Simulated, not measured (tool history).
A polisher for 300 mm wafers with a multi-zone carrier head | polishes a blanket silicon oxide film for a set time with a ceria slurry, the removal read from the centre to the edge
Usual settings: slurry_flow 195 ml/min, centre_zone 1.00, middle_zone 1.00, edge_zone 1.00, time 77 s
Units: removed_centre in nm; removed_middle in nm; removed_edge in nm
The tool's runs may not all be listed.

run   hour  slurry_flow  centre_zone  middle_zone  edge_zone  time  incoming thickness of the incoming film, nm  removed_centre  removed_middle  removed_edge
  1    0.0          195         1.07         1.00       1.00    77                                       1293.3           408.8           397.8         398.2
      25.4  -- worn pad replaced by a new one
  2   28.0          195         1.00         1.00       1.00    77                                       1334.1           379.1           382.5         394.2
  3   60.8          195         1.00         1.00       1.00    77                                       1319.6           382.6           396.9         392.7
  4   74.1          195         1.00         1.00       1.00    77                                       1315.7           376.6           393.9         392.3
  5   89.5          195         1.00         1.00       1.00    77                                       1318.7           383.7           390.4         385.8
  6  102.0          195         1.00         1.00       1.00    77                                       1331.5           377.4           395.3         389.5
     110.7  -- worn pad replaced by a new one
  7  132.2          195         1.00         1.00       1.00    77                                       1322.3           379.4           390.7         391.6
  8  156.2          195         1.00         1.00       1.00    77                                       1308.0           373.2           384.4         385.3
  9  189.3          195         1.00         1.00       1.00    77                                       1320.0           377.6           383.3         389.4
     208.2  -- worn pad replaced by a new one
 10  210.6          195         1.00         1.00       1.00    77                                       1312.1           368.1           383.6         388.5
 11  224.5          195         0.93         1.04       1.00    77                                       1293.9           342.9           393.5         375.4
     234.8  -- carrier head's membrane replaced by a new one
 12  256.0          155         1.00         1.00       1.00    77                                       1330.9           344.5           362.9         376.6
 13  284.7          265         1.09         1.00       0.91    60                                       1307.8           325.1           320.0         298.6
     300.0  -- centre zone pressure recalibrated
     302.7  -- worn pad replaced by a new one
 14  309.5          245         1.00         0.89       1.00    77                                       1337.7           377.8           364.7         390.0
 15  332.4          175         1.06         1.00       1.00    60                                       1338.7           285.4           278.9         283.3
     338.5  -- edge zone pressure recalibrated
 16  349.3          240         1.00         1.10       1.00    52                                       1301.2           250.0           270.6         261.4
     357.3  -- slurry nozzle cleaned
 17  364.0          130         1.00         1.06       1.00    77                                       1317.2           364.2           387.1         377.3
 18  381.9          155         0.97         1.00       0.89    77                                       1335.3           359.7           384.1         376.0
     389.4  -- worn pad replaced by a new one
 19  415.5          195         1.00         1.00       1.00    77                                       1326.8           395.7           403.4         393.2
 20  474.1          195         1.00         1.00       1.00    77                                       1319.3           385.1           392.0         397.3

Forecast each of these 3 alternatives for the next run:
  A  474.5          160         1.00         1.00       1.00    77                                       1307.3               ?               ?             ?
  B  474.5          240         1.00         0.94       0.94   104                                       1307.3               ?               ?             ?
  C  474.5          195         1.00         0.97       1.00    77                                       1307.3               ?               ?             ?

run  removed_centre  removed_middle  removed_edge
  A           381.8           393.1         386.4
  B           552.8           542.7         535.9
  C           396.4           398.5         396.2
Without the tool's hidden state the same runs would have given:
run  removed_centre  removed_middle  removed_edge
  A           383.4           394.6         387.5
  B           554.3           544.1         536.9
  C           397.8           399.7         397.1

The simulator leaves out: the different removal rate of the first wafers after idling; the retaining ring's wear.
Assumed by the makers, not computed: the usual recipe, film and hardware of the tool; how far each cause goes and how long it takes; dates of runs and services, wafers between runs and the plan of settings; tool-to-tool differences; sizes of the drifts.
